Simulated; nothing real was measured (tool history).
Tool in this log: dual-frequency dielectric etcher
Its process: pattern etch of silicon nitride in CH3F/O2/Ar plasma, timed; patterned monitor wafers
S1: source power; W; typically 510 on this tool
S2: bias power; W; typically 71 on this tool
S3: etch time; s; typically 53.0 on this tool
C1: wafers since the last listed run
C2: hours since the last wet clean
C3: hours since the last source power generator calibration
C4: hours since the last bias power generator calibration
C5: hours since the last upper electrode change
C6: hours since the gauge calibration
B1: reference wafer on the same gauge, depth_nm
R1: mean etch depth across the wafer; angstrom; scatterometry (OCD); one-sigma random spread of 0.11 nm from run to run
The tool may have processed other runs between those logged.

run,day,S1,S2,S3,C1,C2,C3,C4,C5,C6,B1,R1
1,0.000,460,79,53.0,0,384.7,2842.4,3600.0,3236.0,1196.6,41.28,363.1
2,1.538,460,79,53.0,601,421.6,2879.3,3636.9,3272.9,1233.5,41.31,363.9
3,3.979,510,71,53.0,955,480.2,2937.9,3695.5,3331.5,1292.1,41.28,369.4
4,5.438,510,71,53.0,570,515.2,2972.9,3730.5,3366.5,1327.1,41.30,369.3
5,7.342,510,64,53.0,744,560.9,3018.6,3776.2,3412.2,1372.8,41.35,355.0
6,10.146,510,71,53.0,1096,628.2,3085.9,3843.5,3479.5,1440.1,41.33,368.3
7,12.642,510,71,53.0,976,688.1,3145.8,3903.4,3539.4,1500.0,41.27,366.1
# day 13.750: wet clean of the chamber
8,14.038,510,71,53.0,154,6.9,3179.3,3936.9,3572.9,1533.5,41.30,374.6
9,15.046,510,71,53.0,394,31.1,3203.5,3961.1,3597.1,1557.7,41.28,374.9
10,16.621,510,71,53.0,616,68.9,3241.3,3998.9,3634.9,1595.5,41.33,373.6
11,17.629,510,71,53.0,394,93.1,3265.5,4023.1,3659.1,1619.7,41.28,374.1
12,19.646,390,57,59.0,788,141.5,3313.9,4071.5,3707.5,1668.1,41.30,332.9
13,20.967,560,82,43.0,516,173.2,3345.6,4103.2,3739.2,1699.8,41.31,333.8
# day 22.692: source power generator calibrated
14,23.617,380,65,45.0,971,236.8,22.2,4166.8,3802.8,1763.4,41.32,259.8
15,25.875,510,71,38.5,883,291.0,76.4,4221.0,3857.0,1817.6,41.26,270.2
16,27.879,510,71,53.0,784,339.1,124.5,4269.1,3905.1,1865.7,41.27,371.2
17,30.396,580,71,64.0,984,399.5,184.9,4329.5,3965.5,1926.1,41.29,480.8
18,33.275,510,55,38.5,1126,468.6,254.0,4398.6,4034.6,1995.2,41.33,247.6
19,34.988,470,88,53.0,669,509.7,295.1,4439.7,4075.7,2036.3,41.29,381.2
# day 35.038: gauge calibrated
# day 36.921: upper electrode replaced
# day 38.892: bias power generator calibrated
# day 40.462: wet clean of the chamber
20,41.621,460,61,59.5,1747,27.8,454.3,65.5,112.8,158.0,41.29,378.0
21,44.575,510,71,53.0,1155,98.7,525.2,136.4,183.7,228.9,41.32,376.1
22,46.092,510,71,53.0,593,135.1,561.6,172.8,220.1,265.3,41.30,375.1
23,48.300,510,71,53.0,863,188.1,614.6,225.8,273.1,318.3,41.31,373.7
24,51.171,600,78,53.0,1123,257.0,683.5,294.7,342.0,387.2,41.34,420.6
25,53.754,510,80,42.0,1010,319.0,745.5,356.7,404.0,449.2,41.30,308.5
26,56.654,630,71,53.0,1134,388.6,815.1,426.3,473.6,518.8,41.31,416.5
27,57.975,510,71,64.5,516,420.3,846.8,458.0,505.3,550.5,41.35,451.6

What will run 28 give?
28,60.371,380,65,45.0,937,477.8,904.3,515.5,562.8,608.0,?,?

{"run 28": {"B1": 41.33, "R1": 259.1}}
Without the tool's hidden state the same run would have given R1 261.8 angstrom.
